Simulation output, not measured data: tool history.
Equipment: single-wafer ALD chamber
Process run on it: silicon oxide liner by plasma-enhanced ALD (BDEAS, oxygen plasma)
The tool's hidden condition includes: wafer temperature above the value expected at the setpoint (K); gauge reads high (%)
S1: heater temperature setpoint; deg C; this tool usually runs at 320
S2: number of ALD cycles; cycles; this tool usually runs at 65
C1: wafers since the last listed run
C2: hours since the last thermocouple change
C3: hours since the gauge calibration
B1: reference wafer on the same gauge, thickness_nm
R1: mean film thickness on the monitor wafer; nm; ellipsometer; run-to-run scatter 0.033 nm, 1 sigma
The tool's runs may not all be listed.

{"run": 1, "hour": 0.0, "S1": 320, "S2": 72, "C1": 0, "C2": 1765.5, "C3": 360.7, "B1": 7.03, "R1": 6.924}
{"hour": 7.8, "done": "gauge calibrated"}
{"run": 2, "hour": 43.1, "S1": 320, "S2": 72, "C1": 185, "C2": 1808.6, "C3": 35.3, "B1": 7.038, "R1": 6.932}
{"run": 3, "hour": 59.9, "S1": 320, "S2": 65, "C1": 72, "C2": 1825.4, "C3": 52.1, "B1": 7.033, "R1": 6.219}
{"run": 4, "hour": 73.1, "S1": 320, "S2": 65, "C1": 56, "C2": 1838.6, "C3": 65.3, "B1": 7.071, "R1": 6.231}
{"run": 5, "hour": 87.4, "S1": 320, "S2": 65, "C1": 61, "C2": 1852.9, "C3": 79.6, "B1": 7.06, "R1": 6.264}
{"run": 6, "hour": 94.0, "S1": 320, "S2": 65, "C1": 28, "C2": 1859.5, "C3": 86.2, "B1": 7.039, "R1": 6.213}
{"run": 7, "hour": 102.8, "S1": 320, "S2": 65, "C1": 37, "C2": 1868.3, "C3": 95, "B1": 7.057, "R1": 6.263}
{"run": 8, "hour": 119.3, "S1": 320, "S2": 65, "C1": 71, "C2": 1884.8, "C3": 111.5, "B1": 7.048, "R1": 6.21}
{"run": 9, "hour": 164.0, "S1": 320, "S2": 65, "C1": 192, "C2": 1929.5, "C3": 156.2, "B1": 7.061, "R1": 6.239}
{"run": 10, "hour": 175.2, "S1": 320, "S2": 65, "C1": 48, "C2": 1940.7, "C3": 167.4, "B1": 7.046, "R1": 6.215}
{"run": 11, "hour": 182.8, "S1": 320, "S2": 65, "C1": 32, "C2": 1948.3, "C3": 175, "B1": 7.04, "R1": 6.248}
{"run": 12, "hour": 199.4, "S1": 320, "S2": 65, "C1": 71, "C2": 1964.9, "C3": 191.6, "B1": 7.055, "R1": 6.195}
{"run": 13, "hour": 210.6, "S1": 320, "S2": 65, "C1": 48, "C2": 1976.1, "C3": 202.8, "B1": 7.045, "R1": 6.203}
{"run": 14, "hour": 224.1, "S1": 324, "S2": 74, "C1": 58, "C2": 1989.6, "C3": 216.3, "B1": 7.049, "R1": 7.019}
{"run": 15, "hour": 234.8, "S1": 324, "S2": 74, "C1": 46, "C2": 2000.3, "C3": 227, "B1": 7.055, "R1": 7.054}
{"run": 16, "hour": 248.8, "S1": 310, "S2": 65, "C1": 60, "C2": 2014.3, "C3": 241, "B1": 7.048, "R1": 6.356}
{"run": 17, "hour": 263.9, "S1": 320, "S2": 65, "C1": 65, "C2": 2029.4, "C3": 256.1, "B1": 7.053, "R1": 6.218}
{"run": 18, "hour": 281.8, "S1": 316, "S2": 65, "C1": 77, "C2": 2047.3, "C3": 274, "B1": 7.049, "R1": 6.29}
{"run": 19, "hour": 288.3, "S1": 320, "S2": 73, "C1": 28, "C2": 2053.8, "C3": 280.5, "B1": 7.043, "R1": 6.998}
{"run": 20, "hour": 317.2, "S1": 320, "S2": 65, "C1": 124, "C2": 2082.7, "C3": 309.4, "B1": 7.051, "R1": 6.207}
{"run": 21, "hour": 327.1, "S1": 320, "S2": 65, "C1": 42, "C2": 2092.6, "C3": 319.3, "B1": 7.052, "R1": 6.215}
{"run": 22, "hour": 338.9, "S1": 320, "S2": 65, "C1": 50, "C2": 2104.4, "C3": 331.1, "B1": 7.046, "R1": 6.176}
{"run": 23, "hour": 348.5, "S1": 320, "S2": 65, "C1": 41, "C2": 2114, "C3": 340.7, "B1": 7.053, "R1": 6.278}
{"hour": 352.6, "done": "gauge calibrated"}
{"run": 24, "hour": 365.6, "S1": 320, "S2": 69, "C1": 73, "C2": 2131.1, "C3": 13, "B1": 7.042, "R1": 6.602}
{"hour": 375.1, "done": "thermocouple changed; heater temperature recalibrated"}
{"run": 25, "hour": 375.6, "S1": 320, "S2": 65, "C1": 8, "C2": 0.5, "C3": 23, "B1": 7.04, "R1": 6.268}
{"run": 26, "hour": 382.6, "S1": 320, "S2": 65, "C1": 30, "C2": 7.5, "C3": 30, "B1": 7.054, "R1": 6.236}
{"run": 27, "hour": 428.5, "S1": 314, "S2": 52, "C1": 197, "C2": 53.4, "C3": 75.9, "B1": 7.04, "R1": 5.007}
{"run": 28, "hour": 435.3, "S1": 320, "S2": 59, "C1": 29, "C2": 60.2, "C3": 82.7, "B1": 7.056, "R1": 5.702}
{"run": 29, "hour": 451.7, "S1": 328, "S2": 70, "C1": 70, "C2": 76.6, "C3": 99.1, "B1": 7.056, "R1": 6.6}
{"run": 30, "hour": 461.8, "S1": 320, "S2": 65, "C1": 43, "C2": 86.7, "C3": 109.2, "B1": 7.05, "R1": 6.229}
{"run": 31, "hour": 468.3, "S1": 316, "S2": 59, "C1": 28, "C2": 93.2, "C3": 115.7, "B1": 7.05, "R1": 5.645}
{"run": 32, "hour": 483.6, "S1": 330, "S2": 77, "C1": 65, "C2": 108.5, "C3": 131, "B1": 7.048, "R1": 7.203}
{"run": 33, "hour": 498.0, "S1": 331, "S2": 73, "C1": 62, "C2": 122.9, "C3": 145.4, "B1": 7.05, "R1": 6.852}
{"run": 34, "hour": 519.4, "S1": 309, "S2": 60, "C1": 92, "C2": 144.3, "C3": 166.8, "B1": 7.058, "R1": 5.841}
{"run": 35, "hour": 530.2, "S1": 320, "S2": 65, "C1": 46, "C2": 155.1, "C3": 177.6, "B1": 7.06, "R1": 6.243}
{"run": 36, "hour": 547.7, "S1": 330, "S2": 65, "C1": 75, "C2": 172.6, "C3": 195.1, "B1": 7.062, "R1": 6.153}
{"run": 37, "hour": 564.3, "S1": 320, "S2": 65, "C1": 71, "C2": 189.2, "C3": 211.7, "B1": 7.062, "R1": 6.261}
{"run": 38, "hour": 571.0, "S1": 320, "S2": 65, "C1": 28, "C2": 195.9, "C3": 218.4, "B1": 7.047, "R1": 6.161}
{"run": 39, "hour": 581.0, "S1": 327, "S2": 70, "C1": 43, "C2": 205.9, "C3": 228.4, "B1": 7.054, "R1": 6.665}
{"run": 40, "hour": 593.7, "S1": 311, "S2": 70, "C1": 54, "C2": 218.6, "C3": 241.1, "B1": 7.054, "R1": 6.817}
{"run": 41, "hour": 603.8, "S1": 313, "S2": 71, "C1": 43, "C2": 228.7, "C3": 251.2, "B1": 7.052, "R1": 6.854}
{"run": 42, "hour": 619.4, "S1": 334, "S2": 72, "C1": 67, "C2": 244.3, "C3": 266.8, "B1": 7.04, "R1": 6.82}
{"run": 43, "hour": 627.8, "S1": 320, "S2": 65, "C1": 36, "C2": 252.7, "C3": 275.2, "B1": 7.043, "R1": 6.258}
{"run": 44, "hour": 636.2, "S1": 309, "S2": 53, "C1": 36, "C2": 261.1, "C3": 283.6, "B1": 7.063, "R1": 5.146}
{"run": 45, "hour": 652.2, "S1": 320, "S2": 65, "C1": 68, "C2": 277.1, "C3": 299.6, "B1": 7.05, "R1": 6.236}
{"run": 46, "hour": 662.9, "S1": 307, "S2": 69, "C1": 46, "C2": 287.8, "C3": 310.3, "B1": 7.041, "R1": 6.792}
{"run": 47, "hour": 677.7, "S1": 320, "S2": 65, "C1": 63, "C2": 302.6, "C3": 325.1, "B1": 7.045, "R1": 6.269}

Hidden condition of the tool, last listed run before each entry between runs versus first listed run after:
Run 1 -> run 2: gauge calibrated (hour 7.8)
  the hidden state is the same at both runs
Run 23 -> run 24: gauge calibrated (hour 352.6)
  the hidden state is the same at both runs
Run 24 -> run 25: thermocouple changed; heater temperature recalibrated (hour 375.1)
  the hidden state is the same at both runs

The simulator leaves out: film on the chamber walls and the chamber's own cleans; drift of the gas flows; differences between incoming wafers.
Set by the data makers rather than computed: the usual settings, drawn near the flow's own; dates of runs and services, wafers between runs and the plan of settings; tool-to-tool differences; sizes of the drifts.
